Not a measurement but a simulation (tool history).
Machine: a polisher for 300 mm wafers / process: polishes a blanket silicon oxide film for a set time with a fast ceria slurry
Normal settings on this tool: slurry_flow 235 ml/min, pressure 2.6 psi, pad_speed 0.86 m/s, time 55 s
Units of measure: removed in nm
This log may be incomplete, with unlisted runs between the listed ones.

run	hour	slurry_flow	pressure	pad_speed	time	incoming thickness of the incoming film, nm	removed
1	0	235	2.6	0.86	55	1957	808.6
2	13.2	235	2.6	0.94	55	1985.3	917.9
# hour 22.8: slurry nozzle cleaned
3	31.2	235	2.6	0.94	55	1938.7	912
4	63.6	235	2.6	0.86	55	1964	821.2
# hour 69.8: worn pad replaced by a new one
5	82.2	205	2.6	0.86	55	1958.9	824.1
6	94.5	200	2.6	0.86	55	1957.7	817.7
7	122.7	200	2.6	0.86	55	1965.1	822
8	158.1	235	2.6	0.7	55	1965.4	677.4
9	174.2	235	2.6	0.7	55	1991.7	673.9
10	186.7	235	2.9	0.86	55	1970.6	934.8
11	213.9	265	2.6	0.86	55	1983.9	831.6
# hour 228.2: worn pad replaced by a new one
12	238.2	265	2.6	0.86	55	1984.2	841.5
13	260	235	2.6	0.86	55	1953.5	838.5
# hour 269.8: head pressure recalibrated
14	287	235	2.6	0.86	55	1969.8	648.5
15	300.2	235	2.6	0.86	55	1988.1	649.8
16	334.6	235	2.2	0.86	55	1936.2	572.3
17	352.6	235	2.6	0.86	55	1974	665.9
# hour 374.8: head pressure recalibrated, repeated, since the last time left the tool worse
# hour 374.9: worn pad replaced by a new one
18	380.9	160	2.3	1.08	43	1958.3	663.3
19	393.6	300	2.1	0.78	55	1959.4	608
20	406.7	235	2.6	0.86	55	1943.9	778.3
21	422.6	300	2.6	1.12	71	1971.1	1314.4
22	452.7	235	2.6	0.58	37	1965.4	359.5
23	487.2	235	3.4	1.08	43	1942.5	1005.4
24	500.6	235	2.6	0.86	55	1958.2	803.9
# hour 514.7: worn pad replaced by a new one
25	521.6	235	2.3	1.14	41	1964.5	714.4
26	549.7	235	2.6	0.86	55	1981.9	803.2
27	571.9	235	2.6	0.86	55	1960.4	804.2
28	589.1	270	2.2	0.96	48	1963.1	677.1
# hour 592.6: slurry nozzle cleaned
29	620.4	235	2.6	0.86	55	1957.7	802.2
30	654.2	260	3.4	0.76	42	1937.6	715.1
31	667.1	260	1.7	0.86	55	1987.9	559
# hour 684.9: worn pad replaced by a new one
32	701.3	235	2.6	0.86	55	1963.8	814.1
33	720.6	235	2.9	0.86	55	1931.2	901.4
34	737.3	165	3.3	0.86	42	1952.1	749.1
35	767	265	3.5	0.72	65	1935.7	1080.8
36	779.5	235	2.6	0.7	55	1969.8	683.2

Measured result minus the same run's result without the hidden state. Both carry the same run-to-run variation, though not necessarily the same gauge scatter:
Hidden state at play: removal rate lost through wear of the pad, %; slurry flow missing at the pad, %; deviation of the head's pressure from its setpoint, %.
run	removed
1	+66.2
2	+75.4
3	+75.1
4	+67.9
5	+68.3
6	+67.9
7	+68.5
8	+56.7
9	+56.5
10	+78.4
11	+69.9
12	+70.9
13	+70.8
14	-104.9
15	-102.9
16	-85.6
17	-96.9
18	+13.5
19	+13.8
20	+19.6
21	+37
22	+12
23	+39
24	+32.8
25	+31.3
26	+38.2
27	+40.5
28	+35.5
29	+44.9
30	+42.4
31	+33.9
32	+52
33	+59.1
34	+50.1
35	+74.8
36	+47.9

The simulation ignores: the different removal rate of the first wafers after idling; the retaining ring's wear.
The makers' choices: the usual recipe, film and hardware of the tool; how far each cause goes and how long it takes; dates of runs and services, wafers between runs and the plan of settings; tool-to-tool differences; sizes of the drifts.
